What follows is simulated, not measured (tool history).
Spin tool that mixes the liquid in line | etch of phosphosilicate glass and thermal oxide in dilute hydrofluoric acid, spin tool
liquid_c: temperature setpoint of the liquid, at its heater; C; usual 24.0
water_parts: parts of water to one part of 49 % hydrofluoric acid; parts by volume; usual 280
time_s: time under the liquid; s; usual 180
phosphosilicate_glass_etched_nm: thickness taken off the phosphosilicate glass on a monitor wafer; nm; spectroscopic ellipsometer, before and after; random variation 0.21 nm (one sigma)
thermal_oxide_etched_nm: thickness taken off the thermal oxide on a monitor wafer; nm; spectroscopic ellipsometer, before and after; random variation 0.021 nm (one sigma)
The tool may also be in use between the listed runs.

| run | day | liquid_c | water_parts | time_s | wafers since the last listed run | hours since the thermometer was replaced | hours since the hydrofluoric acid flow meter was replaced | hours since the gauge calibration | read-back film thickness of the phosphosilicate glass reference wafer, read on the same gauge (nm) | read-back film thickness of the thermal oxide reference wafer, read on the same gauge (nm) | phosphosilicate_glass_etched_nm | thermal_oxide_etched_nm |
|---|---|---|---|---|---|---|---|---|---|---|---|---|
| 1 | 0.000 | 24.0 | 185 | 180 | 0 | 106.3 | 1745.4 | 2892.8 | 50.01 | 29.999 | 91.46 | 4.347 |
| 2 | 2.383 | 24.0 | 280 | 180 | 430 | 163.5 | 1802.6 | 2950.0 | 50.00 | 29.981 | 54.66 | 2.587 |
| 3 | 4.988 | 24.0 | 280 | 180 | 470 | 226.0 | 1865.1 | 3012.5 | 50.05 | 30.004 | 54.78 | 2.524 |
|  | 5.504 | gauge calibrated |
|  | 8.188 | hydrofluoric acid flow meter replaced |
| 4 | 11.196 | 24.0 | 280 | 180 | 1114 | 375.0 | 72.2 | 136.6 | 50.03 | 29.971 | 54.48 | 2.576 |
| 5 | 12.812 | 25.5 | 280 | 180 | 292 | 413.8 | 111.0 | 175.4 | 49.97 | 29.993 | 57.87 | 2.729 |
| 6 | 14.417 | 28.5 | 185 | 180 | 290 | 452.3 | 149.5 | 213.9 | 49.97 | 30.009 | 107.53 | 5.089 |
| 7 | 16.492 | 25.5 | 280 | 180 | 375 | 502.1 | 199.3 | 263.7 | 49.96 | 30.021 | 57.64 | 2.752 |
| 8 | 18.254 | 24.0 | 280 | 180 | 318 | 544.4 | 241.6 | 306.0 | 50.02 | 29.997 | 55.34 | 2.564 |
| 9 | 19.296 | 22.0 | 230 | 110 | 188 | 569.4 | 266.6 | 331.0 | 50.01 | 29.972 | 40.22 | 1.905 |
| 10 | 27.408 | 24.0 | 200 | 285 | 1466 | 764.1 | 461.3 | 525.7 | 50.01 | 30.008 | 133.91 | 6.229 |
| 11 | 30.179 | 24.0 | 185 | 260 | 500 | 830.6 | 527.8 | 592.2 | 49.99 | 30.029 | 132.21 | 6.237 |
| 12 | 32.296 | 19.5 | 355 | 275 | 382 | 881.4 | 578.6 | 643.0 | 50.02 | 29.969 | 52.84 | 2.488 |
| 13 | 33.504 | 25.5 | 160 | 100 | 218 | 910.4 | 607.6 | 672.0 | 50.00 | 29.989 | 64.44 | 3.042 |
| 14 | 35.554 | 27.5 | 280 | 180 | 370 | 959.6 | 656.8 | 721.2 | 49.98 | 29.991 | 61.86 | 2.939 |
| 15 | 37.192 | 19.5 | 405 | 115 | 296 | 998.9 | 696.1 | 760.5 | 50.01 | 30.014 | 18.57 | 0.891 |
| 16 | 39.717 | 21.0 | 280 | 180 | 456 | 1059.5 | 756.7 | 821.1 | 49.98 | 30.005 | 49.59 | 2.301 |
| 17 | 41.396 | 25.5 | 280 | 180 | 303 | 1099.8 | 797.0 | 861.4 | 49.98 | 29.958 | 58.20 | 2.721 |
| 18 | 43.804 | 24.0 | 365 | 245 | 435 | 1157.6 | 854.8 | 919.2 | 50.01 | 30.022 | 53.08 | 2.493 |
| 19 | 45.871 | 24.0 | 160 | 180 | 373 | 1207.2 | 904.4 | 968.8 | 50.04 | 29.995 | 110.06 | 5.233 |
| 20 | 47.058 | 28.5 | 185 | 180 | 214 | 1235.7 | 932.9 | 997.3 | 50.00 | 29.994 | 109.50 | 5.116 |
| 21 | 49.954 | 24.0 | 280 | 180 | 523 | 1305.2 | 1002.4 | 1066.8 | 49.99 | 30.008 | 55.39 | 2.621 |
| 22 | 51.400 | 24.0 | 350 | 180 | 261 | 1339.9 | 1037.1 | 1101.5 | 49.99 | 30.005 | 41.43 | 1.967 |
| 23 | 56.204 | 26.0 | 280 | 180 | 868 | 1455.2 | 1152.4 | 1216.8 | 49.99 | 30.012 | 59.01 | 2.788 |
| 24 | 59.100 | 24.0 | 390 | 270 | 523 | 1524.7 | 1221.9 | 1286.3 | 50.01 | 29.981 | 54.02 | 2.523 |
| 25 | 61.729 | 28.0 | 355 | 90 | 475 | 1587.8 | 1285.0 | 1349.4 | 49.97 | 30.017 | 23.15 | 1.094 |

Measured less the same run without the tool's hidden state. The same run-to-run variation is in both; the gauge's scatter may not be:
The hidden state here: liquid hotter than its thermometer reads (K); hydrofluoric acid flow above the setpoint (%); gauge reads high (%).
| run | phosphosilicate_glass_etched_nm | thermal_oxide_etched_nm |
|---|---|---|
| 1 | +0.41 | +0.019 |
| 2 | +0.27 | +0.013 |
| 3 | +0.30 | +0.015 |
| 4 | +0.38 | +0.018 |
| 5 | +0.42 | +0.020 |
| 6 | +0.88 | +0.041 |
| 7 | +0.47 | +0.023 |
| 8 | +0.49 | +0.022 |
| 9 | +0.39 | +0.018 |
| 10 | +1.58 | +0.073 |
| 11 | +1.66 | +0.078 |
| 12 | +0.67 | +0.032 |
| 13 | +0.88 | +0.041 |
| 14 | +0.78 | +0.037 |
| 15 | +0.25 | +0.012 |
| 16 | +0.74 | +0.034 |
| 17 | +0.83 | +0.039 |
| 18 | +0.77 | +0.037 |
| 19 | +1.90 | +0.090 |
| 20 | +1.77 | +0.083 |
| 21 | +0.94 | +0.045 |
| 22 | +0.69 | +0.033 |
| 23 | +1.06 | +0.050 |
| 24 | +0.97 | +0.045 |
| 25 | +0.42 | +0.020 |
